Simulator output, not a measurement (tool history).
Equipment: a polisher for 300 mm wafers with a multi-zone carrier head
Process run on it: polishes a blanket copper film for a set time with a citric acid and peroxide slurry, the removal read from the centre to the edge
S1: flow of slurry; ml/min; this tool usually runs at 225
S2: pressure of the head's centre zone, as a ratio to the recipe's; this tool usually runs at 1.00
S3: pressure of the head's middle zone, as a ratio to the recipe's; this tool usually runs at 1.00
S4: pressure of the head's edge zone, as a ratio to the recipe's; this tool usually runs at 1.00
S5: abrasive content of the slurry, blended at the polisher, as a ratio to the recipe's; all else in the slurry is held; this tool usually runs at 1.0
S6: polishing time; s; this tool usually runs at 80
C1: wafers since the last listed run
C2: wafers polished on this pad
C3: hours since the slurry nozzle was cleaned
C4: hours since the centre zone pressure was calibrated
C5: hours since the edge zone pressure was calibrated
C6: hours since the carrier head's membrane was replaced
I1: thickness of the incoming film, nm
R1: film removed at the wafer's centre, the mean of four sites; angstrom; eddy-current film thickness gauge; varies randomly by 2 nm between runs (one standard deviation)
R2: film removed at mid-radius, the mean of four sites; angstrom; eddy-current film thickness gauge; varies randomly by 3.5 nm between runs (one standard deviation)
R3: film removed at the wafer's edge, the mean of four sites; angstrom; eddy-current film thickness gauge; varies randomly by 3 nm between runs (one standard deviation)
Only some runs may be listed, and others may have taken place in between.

run	hour	S1	S2	S3	S4	S5	S6	C1	C2	C3	C4	C5	C6	I1	R1	R2	R3
1	0.0	225	1.00	1.00	1.00	1.0	80	0	1592	238.7	490.7	647.7	1430.9	711.6	2354	2404	2314
# hour 37.1: worn pad replaced by a new one
2	69.0	225	1.00	1.00	1.00	1.0	80	543	266	307.7	559.7	716.7	1499.9	711.6	2434	2406	2436
3	99.9	225	1.00	1.00	1.00	1.0	80	258	525	338.6	590.6	747.6	1530.8	723.8	2368	2381	2330
4	168.7	225	1.00	1.00	1.00	1.0	80	575	1101	407.4	659.4	816.4	1599.6	703.1	2320	2332	2342
# hour 227.4: slurry nozzle cleaned
5	239.2	225	1.00	1.00	1.00	1.0	80	581	1682	11.8	729.9	886.9	1670.1	712.6	2387	2319	2334
6	283.1	225	1.00	1.00	1.00	1.0	80	367	2050	55.7	773.8	930.8	1714.0	703.5	2322	2327	2324
# hour 295.3: worn pad replaced by a new one
# hour 320.9: edge zone pressure recalibrated
7	354.6	225	1.00	1.00	1.00	1.0	80	548	479	127.2	845.3	33.7	1785.5	707.7	2501	2444	2391
8	402.0	225	1.00	1.00	0.88	1.0	61	396	876	174.6	892.7	81.1	1832.9	708.0	1878	1889	1725
9	448.5	225	1.00	1.00	1.00	1.0	80	389	1265	221.1	939.2	127.6	1879.4	701.3	2392	2368	2333
10	490.7	225	1.00	1.00	0.93	1.0	80	353	1618	263.3	981.4	169.8	1921.6	709.4	2324	2334	2211
# hour 507.1: worn pad replaced by a new one
11	549.4	170	0.95	1.11	1.10	1.0	80	457	353	322.0	1040.1	228.5	1980.3	706.8	2183	2445	2355
12	582.1	250	1.00	1.07	1.00	1.0	71	273	627	354.7	1072.8	261.2	2013.0	703.6	2149	2344	2077
# hour 620.1: centre zone pressure recalibrated
13	622.1	245	1.00	1.00	1.00	0.8	80	318	945	394.7	2.0	301.2	2053.0	723.2	2207	2260	2214
# hour 635.7: carrier head's membrane replaced by a new one
# hour 640.3: slurry nozzle cleaned
14	678.3	200	1.08	0.89	0.95	1.0	80	420	1365	38.0	58.2	357.4	42.6	720.7	2519	2192	2327
15	721.1	200	1.00	1.00	1.00	1.0	80	358	1723	80.8	101.0	400.2	85.4	711.9	2319	2297	2279
16	758.2	225	1.00	1.00	1.00	1.0	80	310	2034	117.9	138.1	437.3	122.5	719.8	2325	2320	2285
# hour 765.4: worn pad replaced by a new one
17	782.4	225	1.00	1.00	1.03	1.0	80	169	142	142.1	162.3	461.5	146.7	700.2	2480	2461	2493
18	815.3	225	1.00	1.00	0.91	1.0	80	275	417	175.0	195.2	494.4	179.6	712.9	2491	2435	2310
19	857.0	225	1.00	1.00	1.00	1.0	80	348	766	216.7	236.9	536.1	221.3	705.3	2417	2393	2376
20	898.9	225	0.92	1.11	1.00	1.0	56	350	1117	258.6	278.8	578.0	263.2	698.6	1585	1803	1638
21	948.6	225	1.07	1.00	1.00	1.0	103	415	1533	308.3	328.5	627.7	312.9	698.9	3191	3036	3053

Here are 4 independent what-if runs from the current tool condition. What would each one return?
A	949.0	225	1.00	0.89	1.00	1.0	80	3	1536	308.7	328.9	628.1	313.3	702.6	?	?	?
B	949.0	275	1.00	1.04	1.00	1.0	80	3	1536	308.7	328.9	628.1	313.3	702.6	?	?	?
C	949.0	295	1.00	1.00	1.07	1.0	80	3	1536	308.7	328.9	628.1	313.3	702.6	?	?	?
D	949.0	225	1.06	1.00	0.94	1.1	96	3	1536	308.7	328.9	628.1	313.3	702.6	?	?	?

run	R1	R2	R3
A	2350	2168	2298
B	2434	2548	2345
C	2458	2487	2440
D	3016	2939	2742
The same runs, with their run-to-run variation unchanged, on a tool lacking any hidden condition would have given:
run	R1	R2	R3
A	2527	2324	2445
B	2602	2716	2487
C	2623	2647	2584
D	3243	3150	2918

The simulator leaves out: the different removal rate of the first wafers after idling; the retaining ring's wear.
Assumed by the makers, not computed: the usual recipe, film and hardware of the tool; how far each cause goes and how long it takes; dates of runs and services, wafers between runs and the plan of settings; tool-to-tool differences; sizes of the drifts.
